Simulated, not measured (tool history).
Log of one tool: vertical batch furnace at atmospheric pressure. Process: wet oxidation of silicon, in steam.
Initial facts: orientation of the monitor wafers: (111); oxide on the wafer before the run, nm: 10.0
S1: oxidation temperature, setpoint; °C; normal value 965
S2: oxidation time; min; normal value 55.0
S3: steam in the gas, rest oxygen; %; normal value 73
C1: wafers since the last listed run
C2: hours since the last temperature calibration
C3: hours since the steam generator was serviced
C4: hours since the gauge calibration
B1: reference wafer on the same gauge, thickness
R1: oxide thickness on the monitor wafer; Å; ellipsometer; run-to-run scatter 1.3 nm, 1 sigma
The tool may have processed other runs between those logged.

{"run": 1, "hour": 0.0, "S1": 965, "S2": 55.0, "S3": 73, "C1": 0, "C2": 1721.6, "C3": 1579.7, "C4": 1359.5, "B1": 340.27, "R1": 2906.0}
{"run": 2, "hour": 47.6, "S1": 965, "S2": 55.0, "S3": 73, "C1": 733, "C2": 1769.2, "C3": 1627.3, "C4": 1407.1, "B1": 340.13, "R1": 2891.9}
{"run": 3, "hour": 101.0, "S1": 965, "S2": 55.0, "S3": 73, "C1": 822, "C2": 1822.6, "C3": 1680.7, "C4": 1460.5, "B1": 339.48, "R1": 2873.8}
{"run": 4, "hour": 164.1, "S1": 965, "S2": 55.0, "S3": 73, "C1": 972, "C2": 1885.7, "C3": 1743.8, "C4": 1523.6, "B1": 340.38, "R1": 2893.6}
{"run": 5, "hour": 205.1, "S1": 965, "S2": 62.0, "S3": 73, "C1": 631, "C2": 1926.7, "C3": 1784.8, "C4": 1564.6, "B1": 340.03, "R1": 3163.6}
{"run": 6, "hour": 263.7, "S1": 965, "S2": 55.0, "S3": 73, "C1": 902, "C2": 1985.3, "C3": 1843.4, "C4": 1623.2, "B1": 339.92, "R1": 2895.5}
{"run": 7, "hour": 293.9, "S1": 965, "S2": 55.0, "S3": 73, "C1": 465, "C2": 2015.5, "C3": 1873.6, "C4": 1653.4, "B1": 340.06, "R1": 2903.2}
{"run": 8, "hour": 411.9, "S1": 965, "S2": 55.0, "S3": 73, "C1": 1818, "C2": 2133.5, "C3": 1991.6, "C4": 1771.4, "B1": 340.47, "R1": 2896.4}
{"hour": 461.3, "done": "gauge calibrated"}
{"run": 9, "hour": 471.5, "S1": 977, "S2": 49.5, "S3": 73, "C1": 918, "C2": 2193.1, "C3": 2051.2, "C4": 10.2, "B1": 339.85, "R1": 2962.1}
{"run": 10, "hour": 510.3, "S1": 977, "S2": 49.5, "S3": 73, "C1": 597, "C2": 2231.9, "C3": 2090.0, "C4": 49.0, "B1": 340.09, "R1": 2947.9}
{"run": 11, "hour": 564.8, "S1": 965, "S2": 75.0, "S3": 73, "C1": 839, "C2": 2286.4, "C3": 2144.5, "C4": 103.5, "B1": 340.15, "R1": 3592.9}
{"run": 12, "hour": 590.9, "S1": 965, "S2": 75.0, "S3": 73, "C1": 402, "C2": 2312.5, "C3": 2170.6, "C4": 129.6, "B1": 340.2, "R1": 3566.7}
{"run": 13, "hour": 629.8, "S1": 965, "S2": 55.0, "S3": 73, "C1": 599, "C2": 2351.4, "C3": 2209.5, "C4": 168.5, "B1": 340.24, "R1": 2906.8}
{"run": 14, "hour": 701.0, "S1": 965, "S2": 55.0, "S3": 73, "C1": 1097, "C2": 2422.6, "C3": 2280.7, "C4": 239.7, "B1": 339.81, "R1": 2894.0}
{"run": 15, "hour": 811.2, "S1": 985, "S2": 32.0, "S3": 67, "C1": 1697, "C2": 2532.8, "C3": 2390.9, "C4": 349.9, "B1": 340.05, "R1": 2188.6}
{"run": 16, "hour": 835.2, "S1": 945, "S2": 63.0, "S3": 78, "C1": 369, "C2": 2556.8, "C3": 2414.9, "C4": 373.9, "B1": 339.97, "R1": 2873.2}
{"run": 17, "hour": 888.7, "S1": 965, "S2": 55.0, "S3": 73, "C1": 824, "C2": 2610.3, "C3": 2468.4, "C4": 427.4, "B1": 340.14, "R1": 2900.8}
{"run": 18, "hour": 952.1, "S1": 965, "S2": 55.0, "S3": 69, "C1": 976, "C2": 2673.7, "C3": 2531.8, "C4": 490.8, "B1": 340.13, "R1": 2792.4}
{"run": 19, "hour": 982.0, "S1": 958, "S2": 82.0, "S3": 62, "C1": 460, "C2": 2703.6, "C3": 2561.7, "C4": 520.7, "B1": 340.04, "R1": 3222.2}
{"run": 20, "hour": 1019.2, "S1": 965, "S2": 36.0, "S3": 66, "C1": 573, "C2": 2740.8, "C3": 2598.9, "C4": 557.9, "B1": 340.03, "R1": 2011.7}
{"run": 21, "hour": 1048.1, "S1": 957, "S2": 81.5, "S3": 73, "C1": 445, "C2": 2769.7, "C3": 2627.8, "C4": 586.8, "B1": 339.72, "R1": 3574.8}
{"hour": 1103.3, "done": "thermocouples replaced and temperature profile calibrated"}
{"run": 22, "hour": 1107.7, "S1": 944, "S2": 71.5, "S3": 81, "C1": 548, "C2": 4.4, "C3": 2687.4, "C4": 646.4, "B1": 340.1, "R1": 3176.6}
{"hour": 1184.7, "done": "steam generator serviced"}
{"run": 23, "hour": 1185.2, "S1": 965, "S2": 55.0, "S3": 73, "C1": 824, "C2": 81.9, "C3": 0.5, "C4": 723.9, "B1": 340.22, "R1": 2903.4}
{"run": 24, "hour": 1354.1, "S1": 965, "S2": 55.0, "S3": 73, "C1": 2602, "C2": 250.8, "C3": 169.4, "C4": 892.8, "B1": 339.9, "R1": 2906.8}
{"run": 25, "hour": 1381.3, "S1": 965, "S2": 55.0, "S3": 73, "C1": 419, "C2": 278.0, "C3": 196.6, "C4": 920.0, "B1": 340.56, "R1": 2894.5}
{"run": 26, "hour": 1490.1, "S1": 986, "S2": 55.0, "S3": 73, "C1": 1676, "C2": 386.8, "C3": 305.4, "C4": 1028.8, "B1": 339.84, "R1": 3371.2}
{"run": 27, "hour": 1537.2, "S1": 965, "S2": 55.0, "S3": 73, "C1": 725, "C2": 433.9, "C3": 352.5, "C4": 1075.9, "B1": 339.81, "R1": 2898.7}
{"run": 28, "hour": 1580.1, "S1": 980, "S2": 35.0, "S3": 66, "C1": 661, "C2": 476.8, "C3": 395.4, "C4": 1118.8, "B1": 340.27, "R1": 2229.8}
{"run": 29, "hour": 1606.3, "S1": 965, "S2": 55.0, "S3": 73, "C1": 403, "C2": 503.0, "C3": 421.6, "C4": 1145.0, "B1": 339.82, "R1": 2894.6}
{"run": 30, "hour": 1650.0, "S1": 965, "S2": 55.0, "S3": 73, "C1": 673, "C2": 546.7, "C3": 465.3, "C4": 1188.7, "B1": 340.25, "R1": 2909.2}
{"run": 31, "hour": 1693.4, "S1": 965, "S2": 66.0, "S3": 73, "C1": 668, "C2": 590.1, "C3": 508.7, "C4": 1232.1, "B1": 339.86, "R1": 3253.3}

For run 32, what comes out?
{"run": 32, "hour": 1754.2, "S1": 965, "S2": 34.0, "S3": 73, "C1": 936, "C2": 650.9, "C3": 569.5, "C4": 1292.9, "B1": "?", "R1": "?"}

For run 32 the tool returned B1 340.33, R1 2076.3 Å.
With no hidden state in the tool, this same run would have given R1 2076.3 Å.

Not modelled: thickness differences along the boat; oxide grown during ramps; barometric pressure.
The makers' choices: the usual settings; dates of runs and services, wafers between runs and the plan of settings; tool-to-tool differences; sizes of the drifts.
